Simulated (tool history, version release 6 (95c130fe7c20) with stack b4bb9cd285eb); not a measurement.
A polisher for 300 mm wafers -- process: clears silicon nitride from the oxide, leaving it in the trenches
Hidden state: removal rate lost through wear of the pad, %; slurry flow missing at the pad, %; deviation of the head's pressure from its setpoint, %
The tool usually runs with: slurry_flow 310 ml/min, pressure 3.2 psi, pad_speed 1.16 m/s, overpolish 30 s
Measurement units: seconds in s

run	hour	slurry_flow	pressure	pad_speed	overpolish	wafers since the last listed run	wafers polished on this pad	hours since the slurry nozzle was cleaned	hours since the head pressure was calibrated	incoming thickness of the incoming film, nm	seconds
1	0.0	310	3.2	1.16	30	0	812	431.9	1217.6	96.0	61.3
2	6.2	310	3.2	1.16	30	59	871	438.1	1223.8	94.5	61.6
# hour 18.6: worn pad replaced by a new one
3	19.1	310	3.2	1.16	30	85	4	451.0	1236.7	94.8	58.2
4	27.0	310	3.2	1.16	30	75	80	458.9	1244.6	96.3	59.2
5	33.3	310	3.2	1.16	30	60	140	465.2	1250.9	94.4	58.2
6	40.8	310	3.2	1.16	30	71	212	472.7	1258.4	96.5	58.5
7	46.9	310	3.2	1.16	30	58	270	478.8	1264.5	95.0	59.1
8	60.6	310	3.2	1.16	30	131	401	492.5	1278.2	93.2	57.1
9	75.5	310	3.2	1.16	30	142	544	507.4	1293.1	93.8	58.0
10	92.0	310	3.2	1.16	30	157	702	523.9	1309.6	95.8	60.0
# hour 98.8: head pressure recalibrated
# hour 122.3: worn pad replaced by a new one
11	126.6	240	2.7	1.16	30	273	40	558.5	27.8	94.6	68.0
12	143.0	310	3.2	1.16	30	156	197	574.9	44.2	95.6	59.2
# hour 156.0: slurry nozzle cleaned
13	160.5	310	3.2	1.16	30	157	355	4.5	61.7	93.5	57.2
14	175.4	415	4.1	1.30	37	142	498	19.4	76.6	94.7	43.4
15	186.3	310	3.2	1.16	30	104	602	30.3	87.5	96.3	60.0
16	202.4	310	3.8	1.16	23	154	756	46.4	103.6	96.3	53.2
# hour 219.0: worn pad replaced by a new one
17	219.5	310	2.7	0.94	23	125	4	63.5	120.7	95.4	74.4
18	224.9	310	3.2	1.16	30	51	56	68.9	126.1	95.6	56.4
19	242.3	310	3.2	1.16	30	166	222	86.3	143.5	96.3	60.3
20	248.9	270	3.2	0.90	25	63	285	92.9	150.1	94.3	67.7
21	261.0	310	3.2	1.16	23	115	401	105.0	162.2	95.6	58.1
22	270.8	310	4.0	1.16	30	93	495	114.8	172.0	94.8	50.2
23	280.0	310	3.2	1.16	30	88	583	124.0	181.2	94.2	58.9
24	292.0	310	2.8	1.16	30	114	698	136.0	193.2	95.9	67.2

The same runs without the tool's hidden state, with the same run-to-run variation:
run	seconds
1	58.2
2	58.0
3	58.1
4	59.2
5	58.1
6	58.3
7	58.7
8	56.3
9	56.7
10	57.8
11	68.0
12	59.0
13	56.6
14	42.6
15	58.4
16	50.9
17	74.2
18	56.3
19	59.9
20	67.1
21	57.3
22	49.1
23	57.3
24	64.6

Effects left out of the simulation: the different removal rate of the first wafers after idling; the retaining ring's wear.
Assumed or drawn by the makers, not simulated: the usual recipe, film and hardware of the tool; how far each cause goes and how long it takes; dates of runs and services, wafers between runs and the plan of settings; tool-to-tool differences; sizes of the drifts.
